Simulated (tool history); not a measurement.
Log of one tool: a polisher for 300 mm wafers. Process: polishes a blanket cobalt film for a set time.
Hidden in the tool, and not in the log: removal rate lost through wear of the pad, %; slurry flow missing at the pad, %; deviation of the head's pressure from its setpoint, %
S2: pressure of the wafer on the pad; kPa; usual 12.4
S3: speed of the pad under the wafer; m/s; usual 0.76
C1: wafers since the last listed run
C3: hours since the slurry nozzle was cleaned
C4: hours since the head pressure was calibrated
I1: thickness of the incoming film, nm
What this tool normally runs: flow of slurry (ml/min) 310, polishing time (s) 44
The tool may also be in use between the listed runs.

run 1 hour=0 | flow_of_slurry_(ml/min)=310 S2=12.4 S3=0.76 polishing_time_(s)=54 | C1=0 wafers_polished_on_this_pad=603 C3=61.4 C4=688.5 | I1=1636.3 | film_removed_(nm)=153.1
run 2 hour=16.8 | flow_of_slurry_(ml/min)=265 S2=12.4 S3=0.76 polishing_time_(s)=37 | C1=98 wafers_polished_on_this_pad=701 C3=78.2 C4=705.3 | I1=1583 | film_removed_(nm)=102.9
-- hour=30 worn pad replaced by a new one
run 3 hour=44.6 | flow_of_slurry_(ml/min)=265 S2=12.4 S3=0.76 polishing_time_(s)=37 | C1=138 wafers_polished_on_this_pad=85 C3=106 C4=733.1 | I1=1605.9 | film_removed_(nm)=102.5
run 4 hour=68.5 | flow_of_slurry_(ml/min)=285 S2=12.4 S3=0.76 polishing_time_(s)=44 | C1=139 wafers_polished_on_this_pad=224 C3=129.9 C4=757 | I1=1621.1 | film_removed_(nm)=121.6
run 5 hour=92.5 | flow_of_slurry_(ml/min)=285 S2=12.4 S3=0.76 polishing_time_(s)=44 | C1=140 wafers_polished_on_this_pad=364 C3=153.9 C4=781 | I1=1588.1 | film_removed_(nm)=124.1
run 6 hour=124.4 | flow_of_slurry_(ml/min)=310 S2=12.4 S3=0.76 polishing_time_(s)=44 | C1=186 wafers_polished_on_this_pad=550 C3=185.8 C4=812.9 | I1=1586.2 | film_removed_(nm)=123.4
run 7 hour=140.8 | flow_of_slurry_(ml/min)=310 S2=12.4 S3=0.76 polishing_time_(s)=44 | C1=95 wafers_polished_on_this_pad=646 C3=202.2 C4=829.3 | I1=1613.9 | film_removed_(nm)=126.1
-- hour=157.3 worn pad replaced by a new one
run 8 hour=157.8 | flow_of_slurry_(ml/min)=310 S2=12.4 S3=0.76 polishing_time_(s)=44 | C1=75 wafers_polished_on_this_pad=2 C3=219.2 C4=846.3 | I1=1628.1 | film_removed_(nm)=123.6
run 9 hour=171.1 | flow_of_slurry_(ml/min)=310 S2=13.8 S3=0.76 polishing_time_(s)=44 | C1=77 wafers_polished_on_this_pad=80 C3=232.5 C4=859.6 | I1=1597.4 | film_removed_(nm)=138.8
run 10 hour=204 | flow_of_slurry_(ml/min)=370 S2=12.4 S3=0.88 polishing_time_(s)=44 | C1=191 wafers_polished_on_this_pad=272 C3=265.4 C4=892.5 | I1=1616.5 | film_removed_(nm)=145.3
run 11 hour=224.3 | flow_of_slurry_(ml/min)=310 S2=12.4 S3=0.76 polishing_time_(s)=44 | C1=118 wafers_polished_on_this_pad=390 C3=285.7 C4=912.8 | I1=1595.4 | film_removed_(nm)=121.8
-- hour=256.1 slurry nozzle cleaned
run 12 hour=258.5 | flow_of_slurry_(ml/min)=310 S2=12.4 S3=0.76 polishing_time_(s)=44 | C1=193 wafers_polished_on_this_pad=584 C3=2.4 C4=947 | I1=1615.4 | film_removed_(nm)=121.9
-- hour=280.7 worn pad replaced by a new one
-- hour=282 head pressure recalibrated
run 13 hour=282.5 | flow_of_slurry_(ml/min)=265 S2=12.4 S3=0.76 polishing_time_(s)=37 | C1=109 wafers_polished_on_this_pad=2 C3=26.4 C4=0.5 | I1=1581.6 | film_removed_(nm)=102.1
run 14 hour=307.8 | flow_of_slurry_(ml/min)=285 S2=12.4 S3=0.76 polishing_time_(s)=44 | C1=147 wafers_polished_on_this_pad=150 C3=51.7 C4=25.8 | I1=1586.3 | film_removed_(nm)=122.8
run 15 hour=337.6 | flow_of_slurry_(ml/min)=310 S2=14.5 S3=0.76 polishing_time_(s)=44 | C1=173 wafers_polished_on_this_pad=324 C3=81.5 C4=55.6 | I1=1604.7 | film_removed_(nm)=146.7
run 16 hour=351.6 | flow_of_slurry_(ml/min)=310 S2=11 S3=0.76 polishing_time_(s)=55 | C1=81 wafers_polished_on_this_pad=405 C3=95.5 C4=69.6 | I1=1588.4 | film_removed_(nm)=140.4
run 17 hour=372.4 | flow_of_slurry_(ml/min)=250 S2=9.7 S3=0.52 polishing_time_(s)=44 | C1=121 wafers_polished_on_this_pad=527 C3=116.3 C4=90.4 | I1=1636.5 | film_removed_(nm)=64.7
run 18 hour=391.3 | flow_of_slurry_(ml/min)=390 S2=9.7 S3=0.66 polishing_time_(s)=37 | C1=110 wafers_polished_on_this_pad=637 C3=135.2 C4=109.3 | I1=1603.9 | film_removed_(nm)=73.8
-- hour=414.3 worn pad replaced by a new one
run 19 hour=414.8 | flow_of_slurry_(ml/min)=225 S2=14.5 S3=0.76 polishing_time_(s)=33 | C1=113 wafers_polished_on_this_pad=3 C3=158.7 C4=132.8 | I1=1620.1 | film_removed_(nm)=104.4
run 20 hour=423.6 | flow_of_slurry_(ml/min)=310 S2=9.7 S3=0.76 polishing_time_(s)=44 | C1=51 wafers_polished_on_this_pad=54 C3=167.5 C4=141.6 | I1=1616.3 | film_removed_(nm)=95.8

Here are 5 independent what-if runs from the current tool condition. What would each one return?
run A hour=424 | flow_of_slurry_(ml/min)=310 S2=11 S3=0.76 polishing_time_(s)=44 | C1=2 wafers_polished_on_this_pad=56 C3=167.9 C4=142 | I1=1581.1 | film_removed_(nm)=?
run B hour=424 | flow_of_slurry_(ml/min)=310 S2=11 S3=0.76 polishing_time_(s)=39 | C1=2 wafers_polished_on_this_pad=56 C3=167.9 C4=142 | I1=1581.1 | film_removed_(nm)=?
run C hour=424 | flow_of_slurry_(ml/min)=265 S2=12.4 S3=0.52 polishing_time_(s)=44 | C1=2 wafers_polished_on_this_pad=56 C3=167.9 C4=142 | I1=1581.1 | film_removed_(nm)=?
run D hour=424 | flow_of_slurry_(ml/min)=265 S2=9.7 S3=0.98 polishing_time_(s)=44 | C1=2 wafers_polished_on_this_pad=56 C3=167.9 C4=142 | I1=1581.1 | film_removed_(nm)=?
run E hour=424 | flow_of_slurry_(ml/min)=310 S2=9.7 S3=1 polishing_time_(s)=57 | C1=2 wafers_polished_on_this_pad=56 C3=167.9 C4=142 | I1=1581.1 | film_removed_(nm)=?

run=A film_removed_(nm)=110.4
run=B film_removed_(nm)=97.9
run=C film_removed_(nm)=83.6
run=D film_removed_(nm)=122.6
run=E film_removed_(nm)=164.7
With no hidden state in the tool, these same runs would have given:
run=A film_removed_(nm)=110.4
run=B film_removed_(nm)=97.9
run=C film_removed_(nm)=83.6
run=D film_removed_(nm)=122.6
run=E film_removed_(nm)=164.7

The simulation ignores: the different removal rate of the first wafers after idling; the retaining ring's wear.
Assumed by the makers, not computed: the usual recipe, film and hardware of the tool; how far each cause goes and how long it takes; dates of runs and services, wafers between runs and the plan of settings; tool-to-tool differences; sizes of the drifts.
